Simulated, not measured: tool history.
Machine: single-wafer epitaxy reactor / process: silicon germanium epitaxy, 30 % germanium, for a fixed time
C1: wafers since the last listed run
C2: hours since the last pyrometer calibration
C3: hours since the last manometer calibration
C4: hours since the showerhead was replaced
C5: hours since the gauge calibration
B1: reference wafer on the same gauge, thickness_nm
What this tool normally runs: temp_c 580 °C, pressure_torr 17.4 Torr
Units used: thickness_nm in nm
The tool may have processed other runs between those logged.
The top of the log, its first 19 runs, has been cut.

At day 22.612: pyrometer calibrated.
Run 20, day 22.875: usual settings; C1 434; C2 6.3; C3 1761.2; C4 3799.4; C5 158.2; B1 41.486. Result: thickness_nm 40.091 nm.
Run 21, day 23.417: usual settings but temp_c 593 °C, pressure_torr 21.2 Torr; C1 228; C2 19.3; C3 1774.2; C4 3812.4; C5 171.2; B1 41.55. Result: thickness_nm 56.218 nm.
Run 22, day 24.046: usual settings but temp_c 594 °C, pressure_torr 20.7 Torr; C1 265; C2 34.4; C3 1789.3; C4 3827.5; C5 186.3; B1 41.45. Result: thickness_nm 55.955 nm.
Run 23, day 25.408: usual settings; C1 574; C2 67.1; C3 1822; C4 3860.2; C5 219; B1 41.435. Result: thickness_nm 40.254 nm.
At day 26.067: showerhead replaced.
Run 24, day 29.504: usual settings but temp_c 586 °C, pressure_torr 18.7 Torr; C1 1587; C2 165.4; C3 1920.3; C4 82.5; C5 317.3; B1 41.505. Result: thickness_nm 47.05 nm.
Run 25, day 30.6: usual settings but temp_c 567 °C, pressure_torr 14.4 Torr; C1 462; C2 191.7; C3 1946.6; C4 108.8; C5 343.6; B1 41.46. Result: thickness_nm 29.14 nm.
At day 31.85: capacitance manometer re-zeroed and calibrated.
Run 26, day 32.533: usual settings; C1 675; C2 238.1; C3 16.4; C4 155.2; C5 390; B1 41.432. Result: thickness_nm 38.954 nm.
Run 27, day 33.792: usual settings but temp_c 567 °C, pressure_torr 14.4 Torr; C1 530; C2 268.3; C3 46.6; C4 185.4; C5 420.2; B1 41.444. Result: thickness_nm 27.87 nm.
Run 28, day 35.046: usual settings but temp_c 594 °C, pressure_torr 14.9 Torr; C1 529; C2 298.4; C3 76.7; C4 215.5; C5 450.3; B1 41.489. Result: thickness_nm 44.712 nm.
Run 29, day 35.938: usual settings but temp_c 592 °C, pressure_torr 14.5 Torr; C1 376; C2 319.8; C3 98.1; C4 236.9; C5 471.7; B1 41.538. Result: thickness_nm 42.84 nm.
Run 30, day 37.192: usual settings but temp_c 567 °C, pressure_torr 15.2 Torr; C1 529; C2 349.9; C3 128.2; C4 267; C5 501.8; B1 41.507. Result: thickness_nm 28.724 nm.
Run 31, day 38.104: usual settings; C1 385; C2 371.8; C3 150.1; C4 288.9; C5 523.7; B1 41.525. Result: thickness_nm 38.236 nm.
Run 32, day 39.271: usual settings; C1 492; C2 399.8; C3 178.1; C4 316.9; C5 551.7; B1 41.544. Result: thickness_nm 38.677 nm.
Run 33, day 40.338: usual settings but temp_c 594 °C, pressure_torr 15.1 Torr; C1 450; C2 425.4; C3 203.7; C4 342.5; C5 577.3; B1 41.573. Result: thickness_nm 44.958 nm.

Branching from run 33: 4 alternative next runs. What would each branch give?
Run A, day 40.354: usual settings; C1 7; C2 425.8; C3 204.1; C4 342.9; C5 577.7; B1 ?. Result: thickness_nm ?.
Run B, day 40.354: usual settings but temp_c 573 °C, pressure_torr 13.2 Torr; C1 7; C2 425.8; C3 204.1; C4 342.9; C5 577.7; B1 ?. Result: thickness_nm ?.
Run C, day 40.354: usual settings but pressure_torr 21.6 Torr; C1 7; C2 425.8; C3 204.1; C4 342.9; C5 577.7; B1 ?. Result: thickness_nm ?.
Run D, day 40.354: usual settings but temp_c 588 °C, pressure_torr 20.5 Torr; C1 7; C2 425.8; C3 204.1; C4 342.9; C5 577.7; B1 ?. Result: thickness_nm ?.

run      B1  thickness_nm
  A  41.467         38.76
  B  41.467        29.239
  C  41.467        43.508
  D  41.467        48.392
Take away the tool's hidden state, keep each run's random variation, and the runs would have read:
run  thickness_nm
  A        38.819
  B        29.284
  C        43.574
  D        48.466

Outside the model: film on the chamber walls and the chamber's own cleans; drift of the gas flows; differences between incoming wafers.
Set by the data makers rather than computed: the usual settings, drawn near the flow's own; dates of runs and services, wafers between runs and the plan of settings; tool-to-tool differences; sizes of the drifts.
